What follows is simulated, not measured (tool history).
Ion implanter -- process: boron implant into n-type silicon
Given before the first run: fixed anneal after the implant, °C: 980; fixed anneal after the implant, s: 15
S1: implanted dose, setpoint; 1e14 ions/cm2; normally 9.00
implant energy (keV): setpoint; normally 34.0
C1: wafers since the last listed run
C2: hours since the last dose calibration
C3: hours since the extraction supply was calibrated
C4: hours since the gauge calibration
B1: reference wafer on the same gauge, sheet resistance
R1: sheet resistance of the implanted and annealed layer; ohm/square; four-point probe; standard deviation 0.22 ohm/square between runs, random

run 1 day=0.000 | S1=7.18 implant_energy_(keV)=42.5 | C1=0 C2=618.0 C3=2152.9 C4=43.1 | B1=160.00 | R1=179.02
run 2 day=2.671 | S1=7.18 implant_energy_(keV)=42.5 | C1=862 C2=682.1 C3=2217.0 C4=107.2 | B1=160.03 | R1=179.24
run 3 day=5.396 | S1=9.00 implant_energy_(keV)=34.0 | C1=879 C2=747.5 C3=2282.4 C4=172.6 | B1=159.99 | R1=150.43
run 4 day=7.696 | S1=9.00 implant_energy_(keV)=34.0 | C1=742 C2=802.7 C3=2337.6 C4=227.8 | B1=160.03 | R1=150.37
run 5 day=9.212 | S1=9.00 implant_energy_(keV)=34.0 | C1=489 C2=839.1 C3=2374.0 C4=264.2 | B1=159.98 | R1=150.72
run 6 day=11.400 | S1=9.00 implant_energy_(keV)=34.0 | C1=706 C2=891.6 C3=2426.5 C4=316.7 | B1=160.07 | R1=150.45
run 7 day=12.704 | S1=9.00 implant_energy_(keV)=34.0 | C1=420 C2=922.9 C3=2457.8 C4=348.0 | B1=159.93 | R1=151.00
run 8 day=15.450 | S1=9.00 implant_energy_(keV)=34.0 | C1=886 C2=988.8 C3=2523.7 C4=413.9 | B1=159.99 | R1=150.66
run 9 day=17.333 | S1=9.00 implant_energy_(keV)=34.0 | C1=607 C2=1034.0 C3=2568.9 C4=459.1 | B1=159.94 | R1=151.15
-- day=18.788 extraction supply calibrated
run 10 day=19.779 | S1=7.78 implant_energy_(keV)=25.0 | C1=681 C2=1092.7 C3=23.8 C4=517.8 | B1=160.01 | R1=171.88
-- day=21.112 Faraday cup replaced and dose calibrated
run 11 day=21.775 | S1=6.56 implant_energy_(keV)=44.0 | C1=536 C2=15.9 C3=71.7 C4=565.7 | B1=159.96 | R1=190.79
run 12 day=23.612 | S1=6.55 implant_energy_(keV)=34.0 | C1=593 C2=60.0 C3=115.8 C4=609.8 | B1=160.01 | R1=192.72
-- day=24.071 gauge calibrated
run 13 day=25.600 | S1=11.51 implant_energy_(keV)=42.0 | C1=641 C2=107.7 C3=163.5 C4=36.7 | B1=159.97 | R1=122.16
run 14 day=26.796 | S1=11.45 implant_energy_(keV)=24.0 | C1=385 C2=136.4 C3=192.2 C4=65.4 | B1=159.99 | R1=126.28

Forecast run 15:
run 15 day=29.104 | S1=9.00 implant_energy_(keV)=34.0 | C1=745 C2=191.8 C3=247.6 C4=120.8 | B1=? | R1=?

B1: 160.07
R1: 148.55 ohm/square
If the tool had no hidden condition, the same run with the same run-to-run variation would have returned R1 148.28 ohm/square.
